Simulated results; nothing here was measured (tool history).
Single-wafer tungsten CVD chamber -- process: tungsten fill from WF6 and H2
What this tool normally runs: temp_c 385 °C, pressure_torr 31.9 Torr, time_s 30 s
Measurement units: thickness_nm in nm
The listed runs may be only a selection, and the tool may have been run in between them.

| run | hour | temp_c | pressure_torr | time_s | wafers since the last listed run | hours since the last thermocouple change | hours since the last manometer calibration | hours since the showerhead was replaced | hours since the gauge calibration | read-back reference wafer on the same gauge, thickness_nm | thickness_nm |
|---|---|---|---|---|---|---|---|---|---|---|---|
| 1 | 0 | 385 | 31.9 | 30 | 0 | 2210.1 | 1462.5 | 2895.8 | 119.4 | 65.544 | 75.07 |
| 2 | 28.5 | 385 | 36.1 | 30 | 459 | 2238.6 | 1491 | 2924.3 | 147.9 | 65.464 | 80.695 |
| 3 | 61.4 | 385 | 36.1 | 30 | 530 | 2271.5 | 1523.9 | 2957.2 | 180.8 | 65.387 | 79.954 |
| 4 | 90.4 | 385 | 28.4 | 30 | 467 | 2300.5 | 1552.9 | 2986.2 | 209.8 | 65.295 | 70.063 |
| 5 | 117.2 | 385 | 28.4 | 30 | 431 | 2327.3 | 1579.7 | 3013 | 236.6 | 65.26 | 70.136 |
| 6 | 131.9 | 385 | 28.4 | 30 | 236 | 2342 | 1594.4 | 3027.7 | 251.3 | 65.167 | 69.648 |
| 7 | 162 | 390 | 31.9 | 28.6 | 485 | 2372.1 | 1624.5 | 3057.8 | 281.4 | 65.125 | 77.278 |

What does the tool deliver on the next run?
|  | 172 | capacitance manometer re-zeroed and calibrated |
| 8 | 197.8 | 385 | 31.9 | 30 | 448 | 2407.9 | 25.8 | 3093.6 | 317.2 | ? | ? |

{"run 8": {"read-back reference wafer on the same gauge, thickness_nm": 65.014, "thickness_nm": 74.644}}
Were there no unlogged condition in the tool, this run, its random variation unchanged, would have produced thickness_nm 75.686 nm.
